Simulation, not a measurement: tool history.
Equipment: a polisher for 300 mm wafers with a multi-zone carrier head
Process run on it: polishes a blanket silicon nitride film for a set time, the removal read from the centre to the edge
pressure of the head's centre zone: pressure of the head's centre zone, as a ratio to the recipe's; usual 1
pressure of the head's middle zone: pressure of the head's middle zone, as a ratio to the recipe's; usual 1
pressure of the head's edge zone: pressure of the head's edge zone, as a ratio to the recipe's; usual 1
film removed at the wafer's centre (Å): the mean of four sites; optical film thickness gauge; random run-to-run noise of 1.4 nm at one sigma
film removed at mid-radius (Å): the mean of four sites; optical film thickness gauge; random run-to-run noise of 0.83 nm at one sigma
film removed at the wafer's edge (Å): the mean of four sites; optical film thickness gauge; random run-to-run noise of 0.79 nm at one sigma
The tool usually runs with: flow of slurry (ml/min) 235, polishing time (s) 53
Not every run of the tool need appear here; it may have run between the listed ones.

run   hour  flow of slurry (ml/min)  pressure of the head's centre zone  pressure of the head's middle zone  pressure of the head's edge zone  polishing time (s)  incoming thickness of the incoming film, nm  film removed at the wafer's centre (Å)  film removed at mid-radius (Å)  film removed at the wafer's edge (Å)
  1      0                      235                                   1                                   1                                 1                  53                                        608.7                                    1221                            1113                                  1076
  2    7.1                      235                                   1                                   1                                 1                  53                                        596.2                                    1234                            1098                                  1061
  3     24                      235                                0.94                                1.11                              0.89                  38                                        605.5                                     829                             869                                   745
  4   37.7                      290                                   1                                   1                              1.04                  53                                          603                                    1301                            1126                                  1117
  5   83.5                      235                                   1                                   1                              1.06                  53                                          603                                    1255                            1098                                  1095
  6   94.1                      235                                   1                                   1                                 1                  53                                          612                                    1112                            1096                                  1076
  7    105                      235                                1.05                                   1                                 1                  58                                        595.9                                    1276                            1207                                  1181
  8  121.3                      280                                1.04                                1.12                                 1                  53                                        596.5                                    1185                            1244                                  1083
  9  125.7                      235                                1.04                                   1                                 1                  34                                        605.9                                     750                             717                                   690
 10  138.3                      305                                1.03                                 0.9                               1.1                  53                                          607                                    1194                            1040                                  1127
 11  146.8                      235                                   1                                   1                                 1                  53                                        609.7                                    1175                            1097                                  1063
 12  162.9                      235                                   1                                1.11                              0.96                  53                                        606.7                                    1148                            1220                                  1058
 13  177.9                      235                                   1                                   1                              0.96                  53                                        597.3                                    1154                            1086                                  1063
 14  189.8                      235                                0.97                                1.07                                 1                  53                                        598.8                                    1129                            1174                                  1075
 15  199.2                      235                                1.09                                1.11                              1.05                  53                                        586.7                                    1267                            1194                                  1102
 16    212                      310                                   1                                   1                               0.9                  53                                        608.9                                    1196                            1136                                  1046
 17    227                      235                                0.93                                1.11                                 1                  68                                        596.6                                    1377                            1549                                  1365
 18  236.7                      235                                   1                                   1                                 1                  53                                        604.1                                    1146                            1096                                  1055
 19  258.9                      235                                 1.1                                0.96                                 1                  53                                        602.6                                    1267                            1068                                  1071
 20  266.5                      280                                0.89                                   1                                 1                  48                                          607                                     971                             998                                   986
 21  281.6                      235                                   1                                   1                              0.93                  53                                        599.7                                    1190                            1112                                  1049

Not shown here: 6 entries made in the log between runs. Locate each between two listed runs and compare the hidden state at the listed run before it with the hidden state at the listed run after it:
After run 1, before run 2: slurry nozzle cleaned (hour 3.8)
  no difference in the tool's unlogged condition between these two runs
  measured minus no-state result, film removed at the wafer's centre (Å): +129 -> +130
After run 2, before run 3: edge zone pressure recalibrated (hour 21.1)
  deviation of the centre zone's pressure from its setpoint, %: 11.7 -> 11.8
  measured minus no-state result, film removed at the wafer's centre (Å): +130 -> +88
After run 5, before run 6: centre zone pressure recalibrated (hour 92)
  deviation of the centre zone's pressure from its setpoint, %: 11.8 -> 0.625
  measured minus no-state result, film removed at the wafer's centre (Å): +134 -> +7
After run 7, before run 8: worn pad replaced by a new one (hour 120.8)
  deviation of the centre zone's pressure from its setpoint, %: 1.01 -> 1.57
  measured minus no-state result, film removed at the wafer's centre (Å): +12 -> +18
After run 12, before run 13: carrier head's membrane replaced by a new one (hour 169.7)
  deviation of the centre zone's pressure from its setpoint, %: 2.88 -> 3.31
  measured minus no-state result, film removed at the wafer's centre (Å): +33 -> +37
After run 18, before run 19: worn pad replaced by a new one (hour 258.4)
  deviation of the centre zone's pressure from its setpoint, %: 4.84 -> 5.36
  measured minus no-state result, film removed at the wafer's centre (Å): +54 -> +64

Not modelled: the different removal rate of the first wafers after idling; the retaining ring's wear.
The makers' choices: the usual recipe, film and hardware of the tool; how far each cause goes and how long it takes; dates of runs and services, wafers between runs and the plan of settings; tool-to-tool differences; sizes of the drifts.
